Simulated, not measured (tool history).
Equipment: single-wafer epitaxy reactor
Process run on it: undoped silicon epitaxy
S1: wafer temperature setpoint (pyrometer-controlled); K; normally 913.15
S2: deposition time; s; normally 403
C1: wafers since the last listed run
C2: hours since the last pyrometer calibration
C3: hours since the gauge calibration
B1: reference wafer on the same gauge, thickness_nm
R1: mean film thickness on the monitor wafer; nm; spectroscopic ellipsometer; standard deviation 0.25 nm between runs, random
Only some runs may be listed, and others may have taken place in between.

Run 1, hour 0.0: usual settings but S2 372 s; C1 0; C2 1492.7; C3 1437.9; B1 59.417. Result: R1 51.586 nm.
At hour 32.1: pyrometer calibrated.
Run 2, hour 61.4: usual settings but S2 372 s; C1 206; C2 29.3; C3 1499.3; B1 59.483. Result: R1 49.506 nm.
Run 3, hour 147.9: usual settings but S2 372 s; C1 334; C2 115.8; C3 1585.8; B1 59.527. Result: R1 49.584 nm.
Run 4, hour 193.6: usual settings; C1 176; C2 161.5; C3 1631.5; B1 59.510. Result: R1 54.180 nm.
Run 5, hour 273.9: usual settings but S1 909.15 K; C1 310; C2 241.8; C3 1711.8; B1 59.550. Result: R1 49.314 nm.
Run 6, hour 324.6: usual settings but S1 909.15 K; C1 196; C2 292.5; C3 1762.5; B1 59.620. Result: R1 49.395 nm.
Run 7, hour 404.1: usual settings; C1 307; C2 372.0; C3 1842.0; B1 59.582. Result: R1 54.641 nm.
Run 8, hour 511.6: usual settings; C1 415; C2 479.5; C3 1949.5; B1 59.610. Result: R1 55.491 nm.
Run 9, hour 573.2: usual settings; C1 238; C2 541.1; C3 2011.1; B1 59.488. Result: R1 55.723 nm.
Run 10, hour 638.4: usual settings; C1 252; C2 606.3; C3 2076.3; B1 59.484. Result: R1 55.716 nm.
Run 11, hour 746.3: usual settings; C1 417; C2 714.2; C3 2184.2; B1 59.448. Result: R1 55.813 nm.
Run 12, hour 853.5: usual settings but S1 904.15 K; C1 414; C2 821.4; C3 2291.4; B1 59.495. Result: R1 44.792 nm.
At hour 885.9: gauge calibrated.
Run 13, hour 930.5: usual settings but S1 904.15 K; C1 297; C2 898.4; C3 44.6; B1 59.578. Result: R1 44.841 nm.
Run 14, hour 968.9: usual settings; C1 148; C2 936.8; C3 83.0; B1 59.541. Result: R1 56.065 nm.
Run 15, hour 1021.8: usual settings; C1 204; C2 989.7; C3 135.9; B1 59.585. Result: R1 56.141 nm.
Run 16, hour 1110.8: usual settings; C1 344; C2 1078.7; C3 224.9; B1 59.483. Result: R1 56.396 nm.
Run 17, hour 1186.9: usual settings but S1 909.15 K, S2 441 s; C1 294; C2 1154.8; C3 301.0; B1 59.403. Result: R1 55.923 nm.
Run 18, hour 1238.1: usual settings but S1 905.15 K, S2 346 s; C1 198; C2 1206.0; C3 352.2; B1 59.542. Result: R1 39.629 nm.
Run 19, hour 1344.0: usual settings but S1 907.15 K, S2 331 s; C1 409; C2 1311.9; C3 458.1; B1 59.559. Result: R1 39.469 nm.
Run 20, hour 1388.9: usual settings; C1 173; C2 1356.8; C3 503.0; B1 59.551. Result: R1 56.342 nm.
Run 21, hour 1439.6: usual settings but S2 442 s; C1 196; C2 1407.5; C3 553.7; B1 59.516. Result: R1 61.988 nm.
Run 22, hour 1545.7: usual settings but S1 923.15 K, S2 454 s; C1 410; C2 1513.6; C3 659.8; B1 59.476. Result: R1 81.823 nm.
Run 23, hour 1637.1: usual settings but S1 918.15 K, S2 451 s; C1 353; C2 1605.0; C3 751.2; B1 59.545. Result: R1 71.978 nm.
At hour 1664.8: pyrometer calibrated.
Run 24, hour 1726.9: usual settings but S1 907.15 K; C1 316; C2 62.1; C3 841.0; B1 59.480. Result: R1 46.196 nm.
Run 25, hour 1791.6: usual settings but S1 904.15 K, S2 343 s; C1 250; C2 126.8; C3 905.7; B1 59.595. Result: R1 37.098 nm.
Run 26, hour 1873.9: usual settings; C1 318; C2 209.1; C3 988.0; B1 59.593. Result: R1 54.981 nm.
Run 27, hour 1939.2: usual settings but S2 370 s; C1 252; C2 274.4; C3 1053.3; B1 59.400. Result: R1 50.623 nm.
Run 28, hour 2063.6: usual settings but S1 899.15 K, S2 444 s; C1 481; C2 398.8; C3 1177.7; B1 59.427. Result: R1 42.483 nm.
Run 29, hour 2158.1: usual settings but S1 922.15 K, S2 375 s; C1 365; C2 493.3; C3 1272.2; B1 59.515. Result: R1 64.722 nm.
Run 30, hour 2218.9: usual settings but S1 920.15 K, S2 436 s; C1 235; C2 554.1; C3 1333.0; B1 59.526. Result: R1 71.892 nm.
Run 31, hour 2269.4: usual settings but S1 909.15 K, S2 427 s; C1 195; C2 604.6; C3 1383.5; B1 59.452. Result: R1 53.911 nm.
Run 32, hour 2574.0: usual settings but S2 370 s; C1 1178; C2 909.2; C3 1688.1; B1 59.470. Result: R1 52.037 nm.

Across each entry between runs, compare the hidden state at the last listed run before it with the hidden state at the first listed run after it:
Between runs 1 and 2: pyrometer calibrated (hour 32.1)
  wafer temperature above the value expected at the setpoint (K): 2.2 -> 0.307
  measured minus no-state result, R1: +2.791 -> +0.384 nm
Between runs 12 and 13: gauge calibrated (hour 885.9)
  wafer temperature above the value expected at the setpoint (K): 2.17 -> 2.23
  measured minus no-state result, R1: +2.444 -> +2.521 nm
Between runs 23 and 24: pyrometer calibrated (hour 1664.8)
  wafer temperature above the value expected at the setpoint (K): 2.54 -> 0.669
  measured minus no-state result, R1: +4.422 -> +0.788 nm
